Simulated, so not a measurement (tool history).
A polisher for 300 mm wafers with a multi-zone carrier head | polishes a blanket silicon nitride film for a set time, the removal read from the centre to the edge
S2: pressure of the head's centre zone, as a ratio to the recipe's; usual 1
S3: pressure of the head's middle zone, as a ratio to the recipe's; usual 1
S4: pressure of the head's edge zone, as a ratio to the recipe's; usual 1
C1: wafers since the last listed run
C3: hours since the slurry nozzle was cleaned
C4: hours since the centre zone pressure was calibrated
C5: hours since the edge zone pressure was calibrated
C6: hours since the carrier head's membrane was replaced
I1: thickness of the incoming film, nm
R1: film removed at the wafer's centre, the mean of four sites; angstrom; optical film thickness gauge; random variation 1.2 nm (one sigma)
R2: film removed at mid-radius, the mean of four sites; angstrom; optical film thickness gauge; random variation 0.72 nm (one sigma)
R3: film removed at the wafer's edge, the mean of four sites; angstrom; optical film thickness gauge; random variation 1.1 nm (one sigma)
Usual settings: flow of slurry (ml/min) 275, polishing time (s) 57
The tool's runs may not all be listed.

Run 1, day 0: usual settings; C1 0; wafers polished on this pad 6; C3 237; C4 584.3; C5 802.9; C6 683.5; I1 495.8. Result: R1 792 angstrom, R2 798 angstrom, R3 770 angstrom.
At day 1.142: centre zone pressure recalibrated.
Run 2, day 1.504: usual settings; C1 424; wafers polished on this pad 430; C3 273.1; C4 8.7; C5 839; C6 719.6; I1 489.1. Result: R1 787 angstrom, R2 793 angstrom, R3 765 angstrom.
Run 3, day 4.508: usual settings but polishing time (s) 41; C1 897; wafers polished on this pad 1328; C3 345.2; C4 80.8; C5 911.1; C6 791.7; I1 492.3. Result: R1 530 angstrom, R2 551 angstrom, R3 550 angstrom.
At day 5.35: slurry nozzle cleaned.
Run 4, day 6.725: usual settings but polishing time (s) 41; C1 649; wafers polished on this pad 1977; C3 33; C4 134; C5 964.3; C6 844.9; I1 492.1. Result: R1 594 angstrom, R2 603 angstrom, R3 576 angstrom.
Run 5, day 10.054: usual settings but polishing time (s) 41; C1 994; wafers polished on this pad 2972; C3 112.9; C4 213.9; C5 1044.2; C6 924.8; I1 492. Result: R1 594 angstrom, R2 593 angstrom, R3 567 angstrom.
At day 12.875: worn pad replaced by a new one.
Run 6, day 14.442: usual settings; C1 1260; wafers polished on this pad 468; C3 218.2; C4 319.2; C5 1149.5; C6 1030.1; I1 488.8. Result: R1 788 angstrom, R2 810 angstrom, R3 796 angstrom.
Run 7, day 17.996: usual settings; C1 1061; wafers polished on this pad 1529; C3 303.5; C4 404.5; C5 1234.8; C6 1115.4; I1 489.6. Result: R1 773 angstrom, R2 791 angstrom, R3 781 angstrom.
At day 20.917: slurry nozzle cleaned.
Run 8, day 21.225: usual settings but S3 0.94, S4 1.08; C1 951; wafers polished on this pad 2481; C3 7.4; C4 482; C5 1312.3; C6 1192.9; I1 486.8. Result: R1 819 angstrom, R2 789 angstrom, R3 805 angstrom.
At day 21.738: edge zone pressure recalibrated.
Run 9, day 22.938: usual settings but S4 1.07; C1 486; wafers polished on this pad 2968; C3 48.5; C4 523.1; C5 28.8; C6 1234; I1 489.5. Result: R1 831 angstrom, R2 844 angstrom, R3 831 angstrom.
Run 10, day 25.621: usual settings but flow of slurry (ml/min) 215, S4 1.04; C1 801; wafers polished on this pad 3769; C3 112.9; C4 587.5; C5 93.2; C6 1298.4; I1 496.2. Result: R1 793 angstrom, R2 799 angstrom, R3 776 angstrom.
Run 11, day 28.108: usual settings but flow of slurry (ml/min) 365, S2 1.03, S4 1.08, polishing time (s) 70; C1 742; wafers polished on this pad 4512; C3 172.6; C4 647.2; C5 152.9; C6 1358.1; I1 486.6. Result: R1 1070 angstrom, R2 1040 angstrom, R3 1036 angstrom.
At day 28.279: worn pad replaced by a new one.
At day 29.017: centre zone pressure recalibrated.
Run 12, day 30.596: usual settings but flow of slurry (ml/min) 195, S3 1.03, S4 1.04; C1 668; wafers polished on this pad 667; C3 232.3; C4 37.9; C5 212.6; C6 1417.8; I1 491.6. Result: R1 744 angstrom, R2 792 angstrom, R3 767 angstrom.
At day 32.05: carrier head's membrane replaced by a new one.
Run 13, day 32.379: usual settings but S4 1.06, polishing time (s) 70; C1 470; wafers polished on this pad 1137; C3 275.1; C4 80.7; C5 255.4; C6 7.9; I1 497.7. Result: R1 986 angstrom, R2 989 angstrom, R3 972 angstrom.
At day 34.492: slurry nozzle cleaned.
Run 14, day 36.233: usual settings but S4 0.9; C1 1138; wafers polished on this pad 2276; C3 41.8; C4 173.2; C5 347.9; C6 100.4; I1 485.6. Result: R1 823 angstrom, R2 821 angstrom, R3 758 angstrom.
Run 15, day 38.842: usual settings; C1 778; wafers polished on this pad 3055; C3 104.4; C4 235.8; C5 410.5; C6 163; I1 496.7. Result: R1 825 angstrom, R2 820 angstrom, R3 804 angstrom.
Run 16, day 42.45: usual settings but S4 1.06, polishing time (s) 70; C1 1077; wafers polished on this pad 4133; C3 191; C4 322.4; C5 497.1; C6 249.6; I1 486.2. Result: R1 979 angstrom, R2 995 angstrom, R3 1012 angstrom.
At day 44.112: worn pad replaced by a new one.
Run 17, day 46.933: usual settings; C1 1289; wafers polished on this pad 842; C3 298.6; C4 430; C5 604.7; C6 357.2; I1 487.6. Result: R1 788 angstrom, R2 801 angstrom, R3 783 angstrom.
Run 18, day 48.975: usual settings but S4 0.88, polishing time (s) 42; C1 609; wafers polished on this pad 1451; C3 347.6; C4 479; C5 653.7; C6 406.2; I1 480.6. Result: R1 553 angstrom, R2 576 angstrom, R3 536 angstrom.
At day 50.146: slurry nozzle cleaned.
Run 19, day 52.683: usual settings; C1 1095; wafers polished on this pad 2546; C3 60.9; C4 568; C5 742.7; C6 495.2; I1 483.7. Result: R1 808 angstrom, R2 832 angstrom, R3 798 angstrom.
At day 54.642: centre zone pressure recalibrated.
Run 20, day 57.017: usual settings but flow of slurry (ml/min) 350, S3 0.92; C1 1269; wafers polished on this pad 3816; C3 164.9; C4 57; C5 846.7; C6 599.2; I1 489. Result: R1 812 angstrom, R2 789 angstrom, R3 806 angstrom.
Run 21, day 58.629: usual settings but S3 0.94; C1 481; wafers polished on this pad 4297; C3 203.6; C4 95.7; C5 885.4; C6 637.9; I1 487.7. Result: R1 796 angstrom, R2 777 angstrom, R3 807 angstrom.

The tool's hidden state at each run:
removal rate lost through wear of the pad, %: 0 in every run
deviation of the centre zone's pressure from its setpoint, %: 0 in every run
deviation of the edge zone's pressure from its setpoint, %: 0 in every run
H1: slurry flow missing at the pad, %
run    H1
  1  22.6
  2    28
  3  41.3
  4  2.53
  5     6
  6  16.4
  7  29.6
  8  1.64
  9  2.32
 10  5.42
 11  10.5
 12  17.7
 13  24.2
 14  2.29
 15  5.02
 16  12.6
 17  28.3
 18  37.7
 19  5.31
 20  12.3
 21  16.5
